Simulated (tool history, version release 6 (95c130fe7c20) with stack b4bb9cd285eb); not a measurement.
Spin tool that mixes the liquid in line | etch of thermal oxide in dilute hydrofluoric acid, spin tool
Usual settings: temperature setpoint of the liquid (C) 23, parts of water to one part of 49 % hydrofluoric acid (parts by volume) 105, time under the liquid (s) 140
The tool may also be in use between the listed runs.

run	hour	temperature setpoint of the liquid (C)	parts of water to one part of 49 % hydrofluoric acid (parts by volume)	time under the liquid (s)	wafers since the last listed run	hours since the thermometer was replaced	hours since the hydrofluoric acid flow meter was replaced	hours since the gauge calibration	read-back film thickness of the thermal oxide reference wafer, read on the same gauge (nm)	thickness taken off the thermal oxide on a monitor wafer (Å)
1	0	21	105	140	0	1602.7	977.9	94	39.98	55.6
2	50.5	21	105	140	346	1653.2	1028.4	144.5	39.98	56.3
3	101.9	21	105	140	352	1704.6	1079.8	195.9	39.99	57.7
4	134.4	23	105	140	222	1737.1	1112.3	228.4	40	61.8
5	165.3	26	105	140	211	1768	1143.2	259.3	40	68.3
6	209.6	26	105	140	303	1812.3	1187.5	303.6	39.99	69.3
7	248.4	23	105	140	265	1851.1	1226.3	342.4	39.98	60.5
8	291.2	23	105	140	293	1893.9	1269.1	385.2	40.01	61.3
9	318	23	105	85	183	1920.7	1295.9	412	40	37.1
10	388.8	23	105	85	485	1991.5	1366.7	482.8	40.01	36.9
11	439	23	105	140	343	2041.7	1416.9	533	40	61.3
12	595	23	105	140	1068	2197.7	1572.9	689	40	61.3
13	663.8	23	125	140	471	2266.5	1641.7	757.8	40.02	50.8
14	727.2	23	145	140	434	2329.9	1705.1	821.2	40	41.8
15	777.5	23	105	140	344	2380.2	1755.4	871.5	40	61.5
16	844.4	23	105	140	458	2447.1	1822.3	938.4	40.02	60.5
17	883	23	105	185	264	2485.7	1860.9	977	39.99	80.3
18	931.5	27.5	130	140	332	2534.2	1909.4	1025.5	40	56.8
19	960.5	27	105	140	198	2563.2	1938.4	1054.5	40.01	71.6
# hour 997.2: gauge calibrated
20	1004	23	105	140	298	2606.7	1981.9	6.8	40.02	60.2
# hour 1008.3: thermometer replaced
# hour 1044.6: hydrofluoric acid flow meter replaced
21	1199	18	65	200	1322	190.7	154.4	201.8	39.99	120.6
22	1251.3	18.5	130	140	358	243	206.7	254.1	40.01	40
23	1304.1	23	105	140	361	295.8	259.5	306.9	39.99	61
24	1329.3	21.5	145	60	172	321	284.7	332.1	39.99	17.1
25	1354.7	23	105	140	174	346.4	310.1	357.5	40.01	60
26	1412.2	21	105	215	393	403.9	367.6	415	40.01	87.2

The tool's hidden state at each run:
liquid colder than its thermometer reads (K): 0 in every run
hydrofluoric acid flow above the setpoint (%): 0 in every run
gauge reads high (%): 0 in every run
